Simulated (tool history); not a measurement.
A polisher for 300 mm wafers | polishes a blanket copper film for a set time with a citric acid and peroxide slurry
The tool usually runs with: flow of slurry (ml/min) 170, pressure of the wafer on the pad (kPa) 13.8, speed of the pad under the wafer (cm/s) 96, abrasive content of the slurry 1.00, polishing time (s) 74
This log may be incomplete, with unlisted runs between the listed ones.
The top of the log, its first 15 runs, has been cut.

run	hour	flow of slurry (ml/min)	pressure of the wafer on the pad (kPa)	speed of the pad under the wafer (cm/s)	abrasive content of the slurry	polishing time (s)	incoming thickness of the incoming film, nm	film removed (nm)
16	1344.3	170	13.8	96	1.00	74	911.5	83.6
17	1440.8	170	17.9	96	1.00	74	907.3	93.9
# hour 1497.7: slurry nozzle cleaned
18	1498.2	170	13.8	96	1.15	74	921.6	90.7
19	1536.5	125	13.8	96	1.20	74	903.9	88.4
20	1574.5	200	12.4	96	1.00	74	908.6	82.1
# hour 1621.0: head pressure recalibrated
21	1675.9	170	12.4	96	0.90	65	899.1	68.9
# hour 1746.4: slurry blender recalibrated
# hour 1814.9: worn pad replaced by a new one
22	1845.2	125	13.8	96	1.00	74	918.6	78.8
23	1882.7	170	13.8	126	1.00	86	899.4	116.9
24	1949.8	140	13.8	96	1.00	85	923.2	90.6
# hour 1997.0: slurry nozzle cleaned
25	2032.9	170	13.8	96	1.00	74	908.0	86.8
26	2069.8	170	13.8	96	0.85	74	910.2	79.2
27	2106.6	170	13.8	96	0.80	74	900.0	78.6
28	2207.4	170	13.8	96	1.00	74	919.9	84.0
29	2274.4	170	13.8	96	1.00	74	894.0	84.3
# hour 2298.1: slurry blender recalibrated
30	2345.5	230	13.8	96	0.80	74	904.2	80.6

Predict each of these 4 candidate next runs independently; none follows another, all start after run 30:
A	2346.0	170	13.8	96	1.00	74	906.2	?
B	2346.0	120	13.8	96	1.00	74	906.2	?
C	2346.0	195	13.8	114	1.00	74	906.2	?
D	2346.0	200	11.7	96	0.90	81	906.2	?

run	film removed (nm)
A	82.2
B	78.4
C	94.8
D	81.3
Stripped of hidden state, with their random variation kept, the same runs would have yielded:
run	film removed (nm)
A	85.3
B	82.1
C	98.1
D	84.0

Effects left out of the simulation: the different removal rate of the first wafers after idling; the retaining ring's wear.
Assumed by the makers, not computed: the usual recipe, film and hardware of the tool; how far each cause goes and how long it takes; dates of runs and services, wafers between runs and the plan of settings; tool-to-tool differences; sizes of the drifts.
